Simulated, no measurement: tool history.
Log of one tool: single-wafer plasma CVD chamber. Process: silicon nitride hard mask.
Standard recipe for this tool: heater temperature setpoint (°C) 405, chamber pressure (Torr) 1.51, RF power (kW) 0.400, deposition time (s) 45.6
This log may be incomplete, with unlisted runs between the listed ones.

run	hour	heater temperature setpoint (°C)	chamber pressure (Torr)	RF power (kW)	deposition time (s)	read-back reference wafer on the same gauge, thickness_nm	mean film thickness on the monitor wafer (Å)
1	0.0	405	1.51	0.400	45.6	60.919	600.97
2	17.5	405	1.51	0.400	45.6	60.918	600.06
3	40.4	405	1.67	0.400	45.6	60.892	622.27
4	74.9	405	1.67	0.400	45.6	60.913	623.29
5	109.4	405	1.67	0.400	45.6	60.922	618.97
6	126.8	405	1.51	0.400	45.6	60.879	599.52
# hour 136.2: showerhead replaced, of another model than before
7	140.3	405	1.51	0.400	45.6	60.884	608.29
8	153.4	405	1.51	0.400	45.6	60.856	607.64
# hour 163.7: thermocouple changed; heater temperature recalibrated
9	180.6	397	1.51	0.400	45.6	60.903	611.06
10	194.2	405	1.51	0.400	45.6	60.883	606.44
# hour 234.3: capacitance manometer re-zeroed and calibrated
11	234.8	405	1.51	0.400	41.6	60.933	552.96
12	257.0	405	1.51	0.380	45.6	60.895	597.75
13	285.2	414	1.51	0.400	45.6	60.854	604.56
# hour 316.6: RF generator calibrated
14	317.1	405	1.84	0.450	51.2	60.921	778.37
15	329.9	405	1.51	0.400	45.6	60.920	617.95
16	353.0	413	1.51	0.465	45.6	60.897	641.42
17	375.0	405	1.51	0.400	45.6	60.945	618.52
18	399.2	419	1.51	0.400	37.1	60.899	503.14
19	414.7	405	1.33	0.400	38.4	60.889	490.81
20	446.3	405	1.51	0.400	45.6	60.945	619.41
# hour 453.1: gauge calibrated
21	480.7	405	1.37	0.400	50.9	60.878	659.15
22	498.8	399	1.80	0.400	45.6	60.818	665.43
23	522.7	393	1.17	0.400	45.6	60.948	543.59
24	553.7	394	1.37	0.400	45.6	60.909	594.67
25	589.5	405	1.51	0.425	45.6	60.909	629.36
26	603.7	405	1.51	0.430	45.6	60.869	628.68
27	617.1	418	1.78	0.400	38.6	60.948	555.44
28	634.5	397	1.51	0.400	41.6	60.891	564.11
29	647.8	416	1.30	0.370	37.4	60.866	457.45

For some of the steps in mean film thickness on the monitor wafer (Å) from one run to the next: how much would appear even if the tool had no hidden state, given the settings, what came in and random variation, and how much remains for the hidden state plus any gauge scatter that the measured result and the result without hidden state don't share?
Hidden state present: wafer temperature above the value expected at the setpoint (K); delivered RF power above the setpoint (%); true pressure above the setpoint (%); gauge reads high (%).
Run 6 -> 7: showerhead replaced, of another model than before. mean film thickness on the monitor wafer (Å) +8.77: hidden state +9.64, all else -0.87.
Run 13 -> 14: heater temperature setpoint (°C) 414 -> 405, chamber pressure (Torr) 1.51 -> 1.84, RF power (kW) 0.400 -> 0.450, deposition time (s) 45.6 -> 51.2, RF generator calibrated. mean film thickness on the monitor wafer (Å) +173.81: hidden state +10.17, all else +163.64.
Run 14 -> 15: chamber pressure (Torr) 1.84 -> 1.51, RF power (kW) 0.450 -> 0.400, deposition time (s) 51.2 -> 45.6. mean film thickness on the monitor wafer (Å) -160.42: hidden state +0.16, all else -160.58.
